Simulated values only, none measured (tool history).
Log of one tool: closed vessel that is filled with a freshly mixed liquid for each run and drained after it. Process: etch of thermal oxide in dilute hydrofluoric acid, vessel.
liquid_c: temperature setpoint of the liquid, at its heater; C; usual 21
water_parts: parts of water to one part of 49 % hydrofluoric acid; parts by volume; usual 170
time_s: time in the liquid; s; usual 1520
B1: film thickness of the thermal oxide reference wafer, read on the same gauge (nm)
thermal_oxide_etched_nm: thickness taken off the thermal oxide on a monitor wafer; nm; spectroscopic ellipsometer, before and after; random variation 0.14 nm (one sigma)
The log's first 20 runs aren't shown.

Run 21, hour 544.9: usual settings but liquid_c 25.5 C, water_parts 130 parts by volume, time_s 2135 s; B1 129.99. Result: thermal_oxide_etched_nm 78.07 nm.
Run 22, hour 569.2: usual settings but water_parts 140 parts by volume, time_s 2305 s; B1 129.98. Result: thermal_oxide_etched_nm 64.37 nm.
Run 23, hour 599.9: usual settings but liquid_c 24 C, water_parts 250 parts by volume, time_s 1800 s; B1 130.02. Result: thermal_oxide_etched_nm 28.38 nm.
Run 24, hour 627.6: usual settings but liquid_c 19.5 C; B1 129.98. Result: thermal_oxide_etched_nm 32.32 nm.
At hour 650.4: hydrofluoric acid flow meter replaced.
Run 25, hour 657: usual settings; B1 130.01. Result: thermal_oxide_etched_nm 33.18 nm.
Run 26, hour 672.3: usual settings but liquid_c 17 C, water_parts 95 parts by volume, time_s 2130 s; B1 129.99. Result: thermal_oxide_etched_nm 76.77 nm.
Run 27, hour 704.2: usual settings but liquid_c 17 C, water_parts 250 parts by volume, time_s 660 s; B1 129.99. Result: thermal_oxide_etched_nm 7.78 nm.
Run 28, hour 730.7: usual settings but liquid_c 19 C, time_s 2095 s; B1 130.02. Result: thermal_oxide_etched_nm 42.65 nm.
Run 29, hour 829.6: usual settings; B1 129.98. Result: thermal_oxide_etched_nm 33.56 nm.
Run 30, hour 860.9: usual settings but liquid_c 24.5 C, time_s 1075 s; B1 130.04. Result: thermal_oxide_etched_nm 27.36 nm.
Run 31, hour 895.1: usual settings but time_s 2215 s; B1 129.99. Result: thermal_oxide_etched_nm 49.24 nm.

3 ways to go on from here, each from the tool as it stands after run 31. What would each give?
Run A, hour 896.2: usual settings; B1 ?. Result: thermal_oxide_etched_nm ?.
Run B, hour 896.2: usual settings but liquid_c 26 C, water_parts 115 parts by volume, time_s 1275 s; B1 ?. Result: thermal_oxide_etched_nm ?.
Run C, hour 896.2: usual settings but liquid_c 25 C, water_parts 215 parts by volume, time_s 1030 s; B1 ?. Result: thermal_oxide_etched_nm ?.

run      B1  thermal_oxide_etched_nm
  A  129.99                    33.58
  B  129.99                    53.77
  C  129.99                    19.95
Without the tool's hidden state the same runs would have given:
run  thermal_oxide_etched_nm
  A                    33.04
  B                    52.93
  C                    19.61
